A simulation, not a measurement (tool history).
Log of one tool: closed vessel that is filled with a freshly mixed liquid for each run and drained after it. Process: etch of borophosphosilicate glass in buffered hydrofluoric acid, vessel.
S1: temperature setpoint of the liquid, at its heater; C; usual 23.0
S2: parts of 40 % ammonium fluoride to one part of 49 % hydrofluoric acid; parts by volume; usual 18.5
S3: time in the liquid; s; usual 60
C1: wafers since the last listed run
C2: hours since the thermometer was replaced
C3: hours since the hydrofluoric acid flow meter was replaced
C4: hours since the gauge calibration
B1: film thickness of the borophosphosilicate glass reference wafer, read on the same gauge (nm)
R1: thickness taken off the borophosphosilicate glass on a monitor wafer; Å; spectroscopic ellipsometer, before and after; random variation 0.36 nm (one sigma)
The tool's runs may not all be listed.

{"run": 1, "hour": 0.0, "S1": 21.0, "S2": 18.5, "S3": 60, "C1": 0, "C2": 2240.3, "C3": 548.0, "C4": 122.2, "B1": 139.96, "R1": 374.4}
{"run": 2, "hour": 12.5, "S1": 25.0, "S2": 18.5, "S3": 60, "C1": 801, "C2": 2252.8, "C3": 560.5, "C4": 134.7, "B1": 140.0, "R1": 457.7}
{"run": 3, "hour": 28.8, "S1": 23.0, "S2": 18.5, "S3": 60, "C1": 1045, "C2": 2269.1, "C3": 576.8, "C4": 151.0, "B1": 140.04, "R1": 412.4}
{"run": 4, "hour": 63.5, "S1": 25.5, "S2": 18.5, "S3": 60, "C1": 2225, "C2": 2303.8, "C3": 611.5, "C4": 185.7, "B1": 140.01, "R1": 472.4}
{"run": 5, "hour": 78.4, "S1": 23.0, "S2": 16.5, "S3": 35, "C1": 955, "C2": 2318.7, "C3": 626.4, "C4": 200.6, "B1": 139.99, "R1": 262.6}
{"run": 6, "hour": 108.3, "S1": 23.0, "S2": 16.5, "S3": 35, "C1": 1917, "C2": 2348.6, "C3": 656.3, "C4": 230.5, "B1": 139.99, "R1": 261.2}
{"hour": 134.9, "done": "hydrofluoric acid flow meter replaced"}
{"run": 7, "hour": 136.8, "S1": 24.5, "S2": 18.5, "S3": 60, "C1": 1763, "C2": 2377.1, "C3": 1.9, "C4": 259.0, "B1": 140.02, "R1": 492.5}
{"hour": 140.5, "done": "gauge calibrated"}
{"run": 8, "hour": 158.2, "S1": 23.0, "S2": 18.5, "S3": 60, "C1": 1372, "C2": 2398.5, "C3": 23.3, "C4": 17.7, "B1": 139.99, "R1": 453.1}
{"run": 9, "hour": 176.7, "S1": 19.0, "S2": 22.5, "S3": 60, "C1": 1186, "C2": 2417.0, "C3": 41.8, "C4": 36.2, "B1": 140.0, "R1": 313.9}
{"run": 10, "hour": 210.8, "S1": 25.0, "S2": 22.5, "S3": 35, "C1": 2186, "C2": 2451.1, "C3": 75.9, "C4": 70.3, "B1": 140.0, "R1": 248.8}
{"hour": 219.9, "done": "thermometer replaced"}
{"run": 11, "hour": 238.2, "S1": 23.0, "S2": 21.0, "S3": 70, "C1": 1692, "C2": 18.3, "C3": 103.3, "C4": 97.7, "B1": 139.96, "R1": 473.1}
{"run": 12, "hour": 266.9, "S1": 23.0, "S2": 16.0, "S3": 75, "C1": 1840, "C2": 47.0, "C3": 132.0, "C4": 126.4, "B1": 139.99, "R1": 633.8}
{"run": 13, "hour": 301.1, "S1": 23.0, "S2": 18.5, "S3": 85, "C1": 2193, "C2": 81.2, "C3": 166.2, "C4": 160.6, "B1": 139.98, "R1": 617.7}
{"run": 14, "hour": 326.7, "S1": 21.0, "S2": 25.0, "S3": 60, "C1": 1641, "C2": 106.8, "C3": 191.8, "C4": 186.2, "B1": 140.01, "R1": 316.7}

The tool's hidden state at each run:
liquid colder than its thermometer reads (K): 0 in every run
gauge reads high (%): 0 in every run
H1: hydrofluoric acid flow below the setpoint (%)
run=1 H1=12.2
run=2 H1=12.5
run=3 H1=12.8
run=4 H1=13.5
run=5 H1=13.8
run=6 H1=14.4
run=7 H1=2.63
run=8 H1=3.05
run=9 H1=3.42
run=10 H1=4.1
run=11 H1=4.64
run=12 H1=5.21
run=13 H1=5.89
run=14 H1=6.39
